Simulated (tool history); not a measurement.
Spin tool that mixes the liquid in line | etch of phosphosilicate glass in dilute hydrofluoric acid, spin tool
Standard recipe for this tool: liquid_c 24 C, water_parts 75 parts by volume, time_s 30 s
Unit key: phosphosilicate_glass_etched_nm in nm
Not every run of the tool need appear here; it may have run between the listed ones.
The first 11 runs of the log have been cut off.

run	hour	liquid_c	water_parts	time_s	read-back film thickness of the phosphosilicate glass reference wafer, read on the same gauge (nm)	phosphosilicate_glass_etched_nm
12	334.6	24	75	30	139.99	56.99
13	366.7	24	75	30	140	56.93
# hour 390.9: hydrofluoric acid flow meter replaced
14	399.8	24	55	30	139.98	79.64
15	474.8	24	100	25	139.99	34.66
16	496.2	19.5	75	30	140	47.46
17	519	24	75	25	139.99	47.74
18	545.4	25.5	110	15	140.02	19.68
19	574.6	26	60	25	139.99	66.05
20	590	20.5	75	20	139.96	33.13
21	668.1	24	35	20	140.01	86.06
# hour 680.8: thermometer replaced
22	698.7	24	75	20	140.02	35.65
23	716.3	22.5	105	15	139.98	17.36
24	732.5	27	60	15	140	38.42
25	754.7	24	75	30	140.03	53.72
26	792.6	21	85	30	139.97	41.67
27	811.9	24	75	30	140.04	53.47
28	827.2	24	75	30	140.01	53.56
29	841	24	35	30	140	121.6
30	875.5	28	75	15	139.96	31.54
31	906.3	26.5	95	30	140.04	45.69
32	924.6	24	75	30	140.01	54.11
33	944	24	75	30	139.96	54.08

Alternative continuations, all from the tool just after run 33; predict every row:
A	944.4	24	75	30	?	?
B	944.4	20.5	35	30	?	?
C	944.4	26	65	50	?	?
D	944.4	21	40	30	?	?

run	read-back film thickness of the phosphosilicate glass reference wafer, read on the same gauge (nm)	phosphosilicate_glass_etched_nm
A	140	53.82
B	140	105.07
C	140	113.62
D	140	93.32
Stripped of hidden state, with their random variation kept, the same runs would have yielded:
run	phosphosilicate_glass_etched_nm
A	52.1
B	101.5
C	110.01
D	90.17

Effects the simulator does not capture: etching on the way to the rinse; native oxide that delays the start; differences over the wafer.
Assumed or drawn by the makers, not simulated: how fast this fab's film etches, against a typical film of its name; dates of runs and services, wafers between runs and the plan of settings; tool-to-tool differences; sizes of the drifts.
